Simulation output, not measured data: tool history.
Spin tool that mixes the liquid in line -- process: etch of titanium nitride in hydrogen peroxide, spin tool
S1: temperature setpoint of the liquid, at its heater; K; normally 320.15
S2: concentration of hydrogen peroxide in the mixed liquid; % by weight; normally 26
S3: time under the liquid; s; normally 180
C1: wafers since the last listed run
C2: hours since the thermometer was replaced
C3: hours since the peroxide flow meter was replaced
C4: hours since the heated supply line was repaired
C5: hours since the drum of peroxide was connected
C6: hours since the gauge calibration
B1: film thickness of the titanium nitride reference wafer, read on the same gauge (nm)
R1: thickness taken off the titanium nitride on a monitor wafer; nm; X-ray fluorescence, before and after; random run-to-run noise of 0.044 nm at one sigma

{"run": 1, "hour": 0.0, "S1": 320.15, "S2": 30, "S3": 250, "C1": 0, "C2": 2300.4, "C3": 997, "C4": 1402.1, "C5": 461.1, "C6": 266.8, "B1": 130.03, "R1": 7}
{"run": 2, "hour": 10.0, "S1": 320.15, "S2": 30, "S3": 250, "C1": 65, "C2": 2310.4, "C3": 1007, "C4": 1412.1, "C5": 471.1, "C6": 276.8, "B1": 129.97, "R1": 6.89}
{"run": 3, "hour": 22.4, "S1": 320.15, "S2": 30, "S3": 250, "C1": 80, "C2": 2322.8, "C3": 1019.4, "C4": 1424.5, "C5": 483.5, "C6": 289.2, "B1": 130, "R1": 6.99}
{"run": 4, "hour": 53.3, "S1": 320.15, "S2": 26, "S3": 180, "C1": 200, "C2": 2353.7, "C3": 1050.3, "C4": 1455.4, "C5": 514.4, "C6": 320.1, "B1": 130.01, "R1": 4.83}
{"hour": 78.0, "done": "new drum of peroxide connected"}
{"run": 5, "hour": 103.8, "S1": 320.15, "S2": 26, "S3": 180, "C1": 321, "C2": 2404.2, "C3": 1100.8, "C4": 1505.9, "C5": 25.8, "C6": 370.6, "B1": 129.98, "R1": 4.8}
{"run": 6, "hour": 116.7, "S1": 320.15, "S2": 26, "S3": 180, "C1": 83, "C2": 2417.1, "C3": 1113.7, "C4": 1518.8, "C5": 38.7, "C6": 383.5, "B1": 130.02, "R1": 4.81}
{"run": 7, "hour": 131.9, "S1": 312.65, "S2": 26, "S3": 180, "C1": 98, "C2": 2432.3, "C3": 1128.9, "C4": 1534, "C5": 53.9, "C6": 398.7, "B1": 129.99, "R1": 2.68}
{"run": 8, "hour": 146.9, "S1": 312.65, "S2": 26, "S3": 180, "C1": 97, "C2": 2447.3, "C3": 1143.9, "C4": 1549, "C5": 68.9, "C6": 413.7, "B1": 129.99, "R1": 2.69}
{"run": 9, "hour": 154.1, "S1": 312.65, "S2": 26, "S3": 180, "C1": 46, "C2": 2454.5, "C3": 1151.1, "C4": 1556.2, "C5": 76.1, "C6": 420.9, "B1": 129.97, "R1": 2.69}
{"run": 10, "hour": 161.6, "S1": 320.15, "S2": 26, "S3": 180, "C1": 48, "C2": 2462, "C3": 1158.6, "C4": 1563.7, "C5": 83.6, "C6": 428.4, "B1": 130.04, "R1": 4.79}
{"run": 11, "hour": 169.0, "S1": 320.15, "S2": 26, "S3": 180, "C1": 48, "C2": 2469.4, "C3": 1166, "C4": 1571.1, "C5": 91, "C6": 435.8, "B1": 130.01, "R1": 4.72}
{"run": 12, "hour": 176.2, "S1": 320.15, "S2": 26, "S3": 180, "C1": 46, "C2": 2476.6, "C3": 1173.2, "C4": 1578.3, "C5": 98.2, "C6": 443, "B1": 129.99, "R1": 4.82}
{"hour": 182.4, "done": "peroxide flow meter replaced"}
{"run": 13, "hour": 192.1, "S1": 320.15, "S2": 19.5, "S3": 180, "C1": 96, "C2": 2492.5, "C3": 9.7, "C4": 1594.2, "C5": 114.1, "C6": 458.9, "B1": 130.01, "R1": 4.41}
{"hour": 193.7, "done": "gauge calibrated"}
{"run": 14, "hour": 208.5, "S1": 311.15, "S2": 29, "S3": 95, "C1": 106, "C2": 2508.9, "C3": 26.1, "C4": 1610.6, "C5": 130.5, "C6": 14.8, "B1": 130, "R1": 1.28}
{"run": 15, "hour": 224.3, "S1": 314.65, "S2": 30, "S3": 180, "C1": 102, "C2": 2524.7, "C3": 41.9, "C4": 1626.4, "C5": 146.3, "C6": 30.6, "B1": 129.99, "R1": 3.19}
{"hour": 226.5, "done": "thermometer replaced"}
{"run": 16, "hour": 241.0, "S1": 320.15, "S2": 26, "S3": 180, "C1": 102, "C2": 14.5, "C3": 58.6, "C4": 1643.1, "C5": 163, "C6": 47.3, "B1": 130, "R1": 5.82}
{"run": 17, "hour": 249.6, "S1": 327.65, "S2": 30, "S3": 180, "C1": 55, "C2": 23.1, "C3": 67.2, "C4": 1651.7, "C5": 171.6, "C6": 55.9, "B1": 129.96, "R1": 10.54}
{"hour": 254.7, "done": "heated supply line repaired"}
{"run": 18, "hour": 267.1, "S1": 320.15, "S2": 26, "S3": 180, "C1": 107, "C2": 40.6, "C3": 84.7, "C4": 12.4, "C5": 189.1, "C6": 73.4, "B1": 130.02, "R1": 6.66}
{"run": 19, "hour": 279.7, "S1": 320.15, "S2": 30, "S3": 115, "C1": 81, "C2": 53.2, "C3": 97.3, "C4": 25, "C5": 201.7, "C6": 86, "B1": 130.01, "R1": 4.38}
{"run": 20, "hour": 295.6, "S1": 320.15, "S2": 30, "S3": 210, "C1": 103, "C2": 69.1, "C3": 113.2, "C4": 40.9, "C5": 217.6, "C6": 101.9, "B1": 130.05, "R1": 8.01}
{"run": 21, "hour": 309.4, "S1": 320.15, "S2": 26, "S3": 180, "C1": 89, "C2": 82.9, "C3": 127, "C4": 54.7, "C5": 231.4, "C6": 115.7, "B1": 130.02, "R1": 6.67}
{"run": 22, "hour": 322.5, "S1": 313.15, "S2": 26, "S3": 180, "C1": 85, "C2": 96, "C3": 140.1, "C4": 67.8, "C5": 244.5, "C6": 128.8, "B1": 129.98, "R1": 3.93}
{"run": 23, "hour": 335.3, "S1": 320.15, "S2": 26, "S3": 180, "C1": 83, "C2": 108.8, "C3": 152.9, "C4": 80.6, "C5": 257.3, "C6": 141.6, "B1": 129.98, "R1": 6.6}
{"run": 24, "hour": 341.4, "S1": 320.15, "S2": 26, "S3": 180, "C1": 39, "C2": 114.9, "C3": 159, "C4": 86.7, "C5": 263.4, "C6": 147.7, "B1": 130.03, "R1": 6.58}
{"run": 25, "hour": 348.6, "S1": 320.15, "S2": 30, "S3": 140, "C1": 46, "C2": 122.1, "C3": 166.2, "C4": 93.9, "C5": 270.6, "C6": 154.9, "B1": 130, "R1": 5.36}
{"run": 26, "hour": 361.0, "S1": 326.15, "S2": 21.5, "S3": 75, "C1": 80, "C2": 134.5, "C3": 178.6, "C4": 106.3, "C5": 283, "C6": 167.3, "B1": 129.99, "R1": 4.07}

Had the tool no unlogged condition, and each run kept its random variation, what would the results have been?
Hidden state at play: liquid colder than its thermometer reads (K); peroxide flow below the setpoint (%); temperature lost on the way to the wafer (K); peroxide weaker than its label (%); gauge reads high (%).
run=1 R1=9.71
run=2 R1=9.57
run=3 R1=9.72
run=4 R1=6.75
run=5 R1=6.77
run=6 R1=6.8
run=7 R1=3.86
run=8 R1=3.89
run=9 R1=3.89
run=10 R1=6.81
run=11 R1=6.73
run=12 R1=6.88
run=13 R1=6.3
run=14 R1=1.87
run=15 R1=4.65
run=16 R1=6.69
run=17 R1=12.05
run=18 R1=6.76
run=19 R1=4.45
run=20 R1=8.16
run=21 R1=6.81
run=22 R1=4.02
run=23 R1=6.76
run=24 R1=6.75
run=25 R1=5.5
run=26 R1=4.18
